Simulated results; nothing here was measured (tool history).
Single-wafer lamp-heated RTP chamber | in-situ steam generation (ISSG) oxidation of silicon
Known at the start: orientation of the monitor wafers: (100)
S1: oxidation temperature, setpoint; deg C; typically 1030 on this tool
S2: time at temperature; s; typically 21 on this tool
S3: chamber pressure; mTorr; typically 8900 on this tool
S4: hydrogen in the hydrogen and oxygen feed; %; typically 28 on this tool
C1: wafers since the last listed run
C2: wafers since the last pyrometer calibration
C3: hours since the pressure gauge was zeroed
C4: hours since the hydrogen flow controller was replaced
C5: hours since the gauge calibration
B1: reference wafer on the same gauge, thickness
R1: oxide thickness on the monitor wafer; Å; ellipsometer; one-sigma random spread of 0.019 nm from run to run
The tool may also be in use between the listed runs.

run	hour	S1	S2	S3	S4	C1	C2	C3	C4	C5	B1	R1
1	0.0	1030	21	8900	28	0	1666	1930.3	6844.4	842.6	6.528	65.84
2	37.7	1030	21	8900	28	392	2059	1968.0	6882.1	880.3	6.518	66.13
3	106.3	1030	21	8900	28	714	2773	2036.6	6950.7	948.9	6.522	65.99
4	130.5	1030	21	8900	28	251	3025	2060.8	6974.9	973.1	6.523	65.97
# hour 148.3: pyrometer window cleaned and pyrometer calibrated
5	168.5	1030	21	8900	28	312	210	2098.8	7012.9	1011.1	6.522	65.85
6	237.1	1030	21	8900	28	714	924	2167.4	7081.5	1079.7	6.521	66.07
7	305.0	1041	21	8900	28	707	1631	2235.3	7149.4	1147.6	6.522	69.90
8	348.1	1030	21	8900	28	448	2080	2278.4	7192.5	1190.7	6.518	65.81
9	377.9	1030	21	8900	28	310	2391	2308.2	7222.3	1220.5	6.526	66.12
10	415.9	1030	21	8900	28	395	2786	2346.2	7260.3	1258.5	6.519	66.06
# hour 442.7: pyrometer window cleaned and pyrometer calibrated
11	451.0	1030	21	8900	28	282	86	2381.3	7295.4	1293.6	6.522	65.85
# hour 470.4: gauge calibrated
12	503.3	1030	21	8900	28	544	630	2433.6	7347.7	32.9	6.518	65.99
# hour 540.7: hydrogen flow controller replaced
13	570.4	1030	21	8900	28	615	1246	2500.7	29.7	100.0	6.531	66.05
14	604.0	1011	15	7800	25	349	1596	2534.3	63.3	133.6	6.519	50.92
15	629.0	1030	21	9900	28	260	1856	2559.3	88.3	158.6	6.514	64.71
# hour 656.8: pressure gauge zeroed
16	676.6	1030	19	8900	28	412	2268	19.8	135.9	206.2	6.520	63.08
17	712.1	1030	25	8400	21	369	2638	55.3	171.4	241.7	6.521	67.97
# hour 751.9: pyrometer window cleaned and pyrometer calibrated
18	752.4	1030	21	8900	28	336	5	95.6	211.7	282.0	6.520	65.89
19	774.6	1050	21	8900	25	231	236	117.8	233.9	304.2	6.510	71.35
20	823.2	1041	27	9600	32	506	742	166.4	282.5	352.8	6.525	81.04
21	873.6	1012	21	8900	28	524	1267	216.8	332.9	403.2	6.514	60.62
22	913.0	1015	25	10200	32	410	1677	256.2	372.3	442.6	6.522	67.28
23	959.1	1021	17	7700	32	480	2158	302.3	418.4	488.7	6.520	60.21
24	1007.8	1030	21	8900	28	507	2665	351.0	467.1	537.4	6.520	65.54
25	1035.9	1030	21	8900	28	292	2957	379.1	495.2	565.5	6.524	65.83
# hour 1096.2: pyrometer window cleaned and pyrometer calibrated
26	1139.7	1050	21	9600	28	997	453	482.9	599.0	669.3	6.524	71.97
27	1204.8	1040	23	7600	28	677	1131	548.0	664.1	734.4	6.513	73.39

Each row is a separate what-if for the run after 27, all from the same tool condition, not one after another. Results?
A	1205.2	1047	21	8900	28	4	1135	548.4	664.5	734.8	?	?
B	1205.2	1036	26	8300	25	4	1135	548.4	664.5	734.8	?	?
C	1205.2	1030	25	8900	21	4	1135	548.4	664.5	734.8	?	?

run	B1	R1
A	6.523	71.80
B	6.523	74.02
C	6.523	67.20
What these runs would have given with no unlogged condition in the tool:
run	R1
A	71.80
B	74.02
C	67.20

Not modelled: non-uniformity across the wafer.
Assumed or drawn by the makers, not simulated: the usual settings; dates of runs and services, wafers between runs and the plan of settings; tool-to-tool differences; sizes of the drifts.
